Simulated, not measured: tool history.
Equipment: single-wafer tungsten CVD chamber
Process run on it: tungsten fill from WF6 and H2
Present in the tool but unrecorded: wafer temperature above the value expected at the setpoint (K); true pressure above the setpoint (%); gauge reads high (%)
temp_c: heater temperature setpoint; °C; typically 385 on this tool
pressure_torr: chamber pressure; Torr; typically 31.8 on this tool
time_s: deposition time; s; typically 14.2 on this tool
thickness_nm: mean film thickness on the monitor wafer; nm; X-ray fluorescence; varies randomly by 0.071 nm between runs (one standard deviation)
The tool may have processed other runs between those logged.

run,day,temp_c,pressure_torr,time_s,wafers since the last listed run,hours since the last thermocouple change,hours since the last manometer calibration,hours since the showerhead was replaced,hours since the gauge calibration,"read-back reference wafer on the same gauge, thickness_nm",thickness_nm
1,0.000,385,31.8,14.2,0,1722.1,750.3,2145.8,502.6,28.823,31.383
2,3.879,385,31.8,14.2,2083,1815.2,843.4,2238.9,595.7,28.791,31.241
3,7.025,376,31.8,14.2,1689,1890.7,918.9,2314.4,671.2,28.791,25.593
4,10.067,376,31.8,14.2,1633,1963.7,991.9,2387.4,744.2,28.824,25.523
5,12.283,376,31.8,14.2,1190,2016.9,1045.1,2440.6,797.4,28.779,25.602
6,15.642,385,26.6,13.4,1803,2097.5,1125.7,2521.2,878.0,28.794,28.535
# day 17.446: capacitance manometer re-zeroed and calibrated
7,18.517,385,26.6,13.4,1364,2166.5,25.7,2590.2,947.0,28.814,28.563
# day 18.971: gauge calibrated
# day 19.054: thermocouple changed; heater temperature recalibrated
# day 22.288: showerhead replaced, of another model than before
8,24.083,385,31.8,14.2,2631,120.7,159.3,43.1,122.7,28.800,30.677
9,26.271,385,31.8,14.2,1174,173.2,211.8,95.6,175.2,28.795,30.804
10,29.512,385,31.8,14.2,1740,251.0,289.6,173.4,253.0,28.792,30.625
11,31.692,398,26.8,16.4,1170,303.3,341.9,225.7,305.3,28.803,44.101
12,35.558,385,31.8,12.8,2076,396.1,434.7,318.5,398.1,28.783,27.610
13,37.792,385,31.8,14.2,1199,449.7,488.3,372.1,451.7,28.799,30.699
14,40.838,397,38.1,16.3,1635,522.8,561.4,445.2,524.8,28.817,49.091
15,42.858,390,34.2,14.2,1085,571.3,609.9,493.7,573.3,28.809,35.268
16,45.517,390,28.7,16.4,1427,635.1,673.7,557.5,637.1,28.803,38.185
17,49.958,378,38.4,16.8,2385,741.7,780.3,664.1,743.7,28.820,33.238
18,52.942,398,31.8,12.1,1602,813.3,851.9,735.7,815.3,28.759,34.847
19,54.925,397,36.2,16.4,1065,860.9,899.5,783.3,862.9,28.764,48.556

Predict each of these 3 candidate next runs independently; none follows another, all start after run 19:
A,54.942,385,31.8,14.2,8,861.3,899.9,783.7,863.3,?,?
B,54.942,396,31.8,12.0,8,861.3,899.9,783.7,863.3,?,?
C,54.942,375,34.0,12.7,8,861.3,899.9,783.7,863.3,?,?

run,"read-back reference wafer on the same gauge, thickness_nm",thickness_nm
A,28.772,30.765
B,28.772,33.046
C,28.772,22.375
With the hidden condition removed and each run's random variation left untouched, the same runs would have given:
run,thickness_nm
A,30.645
B,32.925
C,22.284
